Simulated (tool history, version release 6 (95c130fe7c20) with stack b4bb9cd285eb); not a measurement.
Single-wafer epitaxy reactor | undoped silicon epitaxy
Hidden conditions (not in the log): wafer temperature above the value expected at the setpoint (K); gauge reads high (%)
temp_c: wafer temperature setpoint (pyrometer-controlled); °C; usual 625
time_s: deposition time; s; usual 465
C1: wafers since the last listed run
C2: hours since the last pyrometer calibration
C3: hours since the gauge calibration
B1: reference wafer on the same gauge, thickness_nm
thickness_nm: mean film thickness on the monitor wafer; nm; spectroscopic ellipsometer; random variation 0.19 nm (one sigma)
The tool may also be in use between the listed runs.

Run 1, hour 0: usual settings; C1 0; C2 2213.7; C3 269.6; B1 37.387. Result: thickness_nm 46.727 nm.
Run 2, hour 17.7: usual settings; C1 53; C2 2231.4; C3 287.3; B1 37.362. Result: thickness_nm 46.464 nm.
Run 3, hour 28.3: usual settings but time_s 442 s; C1 31; C2 2242; C3 297.9; B1 37.421. Result: thickness_nm 43.686 nm.
Run 4, hour 42.5: usual settings; C1 42; C2 2256.2; C3 312.1; B1 37.378. Result: thickness_nm 46.361 nm.
Run 5, hour 54.8: usual settings; C1 36; C2 2268.5; C3 324.4; B1 37.405. Result: thickness_nm 46.11 nm.
Run 6, hour 70.9: usual settings; C1 48; C2 2284.6; C3 340.5; B1 37.381. Result: thickness_nm 46.109 nm.
Run 7, hour 79.3: usual settings; C1 25; C2 2293; C3 348.9; B1 37.35. Result: thickness_nm 46.377 nm.
Run 8, hour 86.4: usual settings; C1 21; C2 2300.1; C3 356; B1 37.411. Result: thickness_nm 46.472 nm.
Run 9, hour 94.3: usual settings but temp_c 620 °C; C1 23; C2 2308; C3 363.9; B1 37.422. Result: thickness_nm 41.441 nm.
Run 10, hour 106.6: usual settings but time_s 426 s; C1 36; C2 2320.3; C3 376.2; B1 37.408. Result: thickness_nm 42.575 nm.
At hour 113.6: gauge calibrated.
Run 11, hour 157.9: usual settings but time_s 426 s; C1 153; C2 2371.6; C3 44.3; B1 37.378. Result: thickness_nm 42.262 nm.
Run 12, hour 164.8: usual settings but time_s 514 s; C1 20; C2 2378.5; C3 51.2; B1 37.461. Result: thickness_nm 51.052 nm.
Run 13, hour 182.6: usual settings but time_s 514 s; C1 53; C2 2396.3; C3 69; B1 37.395. Result: thickness_nm 51.356 nm.
At hour 192.4: pyrometer calibrated.
Run 14, hour 192.9: usual settings but temp_c 635 °C, time_s 540 s; C1 6; C2 0.5; C3 79.3; B1 37.415. Result: thickness_nm 65.923 nm.
Run 15, hour 217.1: usual settings but temp_c 630 °C, time_s 518 s; C1 72; C2 24.7; C3 103.5; B1 37.387. Result: thickness_nm 57.147 nm.
Run 16, hour 232.3: usual settings; C1 45; C2 39.9; C3 118.7; B1 37.425. Result: thickness_nm 46.056 nm.
Run 17, hour 242.7: usual settings but temp_c 630 °C; C1 31; C2 50.3; C3 129.1; B1 37.393. Result: thickness_nm 51.105 nm.
Run 18, hour 260.4: usual settings but temp_c 636 °C, time_s 532 s; C1 53; C2 68; C3 146.8; B1 37.413. Result: thickness_nm 65.946 nm.
Run 19, hour 270.8: usual settings but time_s 426 s; C1 31; C2 78.4; C3 157.2; B1 37.362. Result: thickness_nm 41.952 nm.
Run 20, hour 282.5: usual settings but temp_c 633 °C; C1 35; C2 90.1; C3 168.9; B1 37.392. Result: thickness_nm 54.758 nm.
Run 21, hour 289.7: usual settings but temp_c 617 °C; C1 21; C2 97.3; C3 176.1; B1 37.427. Result: thickness_nm 39.318 nm.
Run 22, hour 306.8: usual settings; C1 51; C2 114.4; C3 193.2; B1 37.4. Result: thickness_nm 46.532 nm.
Run 23, hour 321.3: usual settings but temp_c 616 °C, time_s 531 s; C1 43; C2 128.9; C3 207.7; B1 37.393. Result: thickness_nm 43.498 nm.
Run 24, hour 336.5: usual settings but temp_c 616 °C, time_s 531 s; C1 45; C2 144.1; C3 222.9; B1 37.416. Result: thickness_nm 43.781 nm.
Run 25, hour 349: usual settings but temp_c 636 °C; C1 37; C2 156.6; C3 235.4; B1 37.372. Result: thickness_nm 58.204 nm.

Run 26 has not been measured yet. What should we expect?
Run 26, hour 355.8: usual settings; C1 20; C2 163.4; C3 242.2; B1 ?. Result: thickness_nm ?.

B1: 37.406
thickness_nm: 46.274 nm
Minus the tool's unlogged condition, the same run would have read thickness_nm 46.274 nm.
